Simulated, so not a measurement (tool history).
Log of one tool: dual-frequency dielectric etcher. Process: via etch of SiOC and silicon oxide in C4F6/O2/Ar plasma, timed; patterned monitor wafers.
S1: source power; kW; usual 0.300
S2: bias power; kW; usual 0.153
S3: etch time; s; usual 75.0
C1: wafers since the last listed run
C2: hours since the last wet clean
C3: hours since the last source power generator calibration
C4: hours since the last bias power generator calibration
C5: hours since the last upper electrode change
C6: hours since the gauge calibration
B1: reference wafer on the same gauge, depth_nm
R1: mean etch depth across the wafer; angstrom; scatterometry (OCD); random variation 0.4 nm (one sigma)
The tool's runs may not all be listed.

run,hour,S1,S2,S3,C1,C2,C3,C4,C5,C6,B1,R1
1,0.0,0.300,0.153,75.0,0,28.1,1320.0,1196.4,4044.1,1720.1,84.9,753
2,99.6,0.300,0.153,75.0,934,127.7,1419.6,1296.0,4143.7,1819.7,85.1,747
3,148.3,0.250,0.137,75.0,457,176.4,1468.3,1344.7,4192.4,1868.4,85.0,661
4,233.4,0.250,0.137,75.0,798,261.5,1553.4,1429.8,4277.5,1953.5,85.0,659
5,353.8,0.300,0.153,75.0,1130,381.9,1673.8,1550.2,4397.9,2073.9,85.2,751
6,447.7,0.300,0.153,75.0,881,475.8,1767.7,1644.1,4491.8,2167.8,85.0,747
7,496.3,0.300,0.153,75.0,456,524.4,1816.3,1692.7,4540.4,2216.4,85.2,752
# hour 523.2: wet clean of the chamber
8,533.5,0.300,0.153,75.0,123,10.3,1853.5,1729.9,4577.6,2253.6,85.5,750
9,577.3,0.300,0.153,75.0,411,54.1,1897.3,1773.7,4621.4,2297.4,85.4,751
# hour 634.2: bias power generator calibrated
10,641.2,0.230,0.138,75.0,562,118.0,1961.2,7.0,4685.3,2361.3,85.5,645
11,680.1,0.300,0.153,96.0,365,156.9,2000.1,45.9,4724.2,2400.2,85.5,964
12,759.6,0.300,0.153,75.0,746,236.4,2079.6,125.4,4803.7,2479.7,85.5,748
13,958.5,0.360,0.153,75.0,1866,435.3,2278.5,324.3,5002.6,2678.6,85.8,806
14,1020.1,0.300,0.153,75.0,578,496.9,2340.1,385.9,5064.2,2740.2,85.8,757
15,1060.6,0.300,0.153,75.0,380,537.4,2380.6,426.4,5104.7,2780.7,85.7,753
# hour 1102.5: source power generator calibrated
# hour 1138.5: wet clean of the chamber
16,1139.0,0.300,0.180,75.0,473,0.5,36.5,504.8,5183.1,2859.1,85.9,818
17,1164.9,0.280,0.153,60.5,243,26.4,62.4,530.7,5209.0,2885.0,85.8,589
18,1272.0,0.270,0.118,87.5,1005,133.5,169.5,637.8,5316.1,2992.1,85.9,737
19,1314.8,0.300,0.153,97.5,401,176.3,212.3,680.6,5358.9,3034.9,85.9,989
# hour 1372.9: upper electrode replaced
20,1385.5,0.300,0.153,75.0,438,247.0,283.0,751.3,12.6,3105.6,86.0,762
# hour 1419.0: gauge calibrated
21,1452.7,0.250,0.137,75.0,630,314.2,350.2,818.5,79.8,33.7,84.1,650
22,1526.4,0.300,0.153,75.0,691,387.9,423.9,892.2,153.5,107.4,84.0,739
23,1596.0,0.250,0.153,75.0,653,457.5,493.5,961.8,223.1,177.0,84.1,693
24,1660.9,0.250,0.115,60.5,609,522.4,558.4,1026.7,288.0,241.9,84.1,478
# hour 1697.3: wet clean of the chamber
25,1728.4,0.350,0.142,87.0,408,31.1,625.9,1094.2,355.5,309.4,84.3,878
26,1772.9,0.250,0.137,75.0,417,75.6,670.4,1138.7,400.0,353.9,84.1,651
27,1876.3,0.240,0.138,93.0,970,179.0,773.8,1242.1,503.4,457.3,84.2,796
28,1934.3,0.250,0.153,94.0,544,237.0,831.8,1300.1,561.4,515.3,84.3,864
29,1980.1,0.300,0.153,75.0,429,282.8,877.6,1345.9,607.2,561.1,84.5,746

5 ways to go on from here, each from the tool as it stands after run 29. What would each give?
A,1980.5,0.340,0.153,75.0,3,283.2,878.0,1346.3,607.6,561.5,?,?
B,1980.5,0.300,0.136,75.0,3,283.2,878.0,1346.3,607.6,561.5,?,?
C,1980.5,0.330,0.153,75.0,3,283.2,878.0,1346.3,607.6,561.5,?,?
D,1980.5,0.300,0.178,75.0,3,283.2,878.0,1346.3,607.6,561.5,?,?
E,1980.5,0.350,0.165,92.5,3,283.2,878.0,1346.3,607.6,561.5,?,?

run,B1,R1
A,84.4,779
B,84.4,699
C,84.4,770
D,84.4,801
E,84.4,1009
Without the tool's hidden state the same runs would have given:
run,R1
A,776
B,696
C,767
D,797
E,1004

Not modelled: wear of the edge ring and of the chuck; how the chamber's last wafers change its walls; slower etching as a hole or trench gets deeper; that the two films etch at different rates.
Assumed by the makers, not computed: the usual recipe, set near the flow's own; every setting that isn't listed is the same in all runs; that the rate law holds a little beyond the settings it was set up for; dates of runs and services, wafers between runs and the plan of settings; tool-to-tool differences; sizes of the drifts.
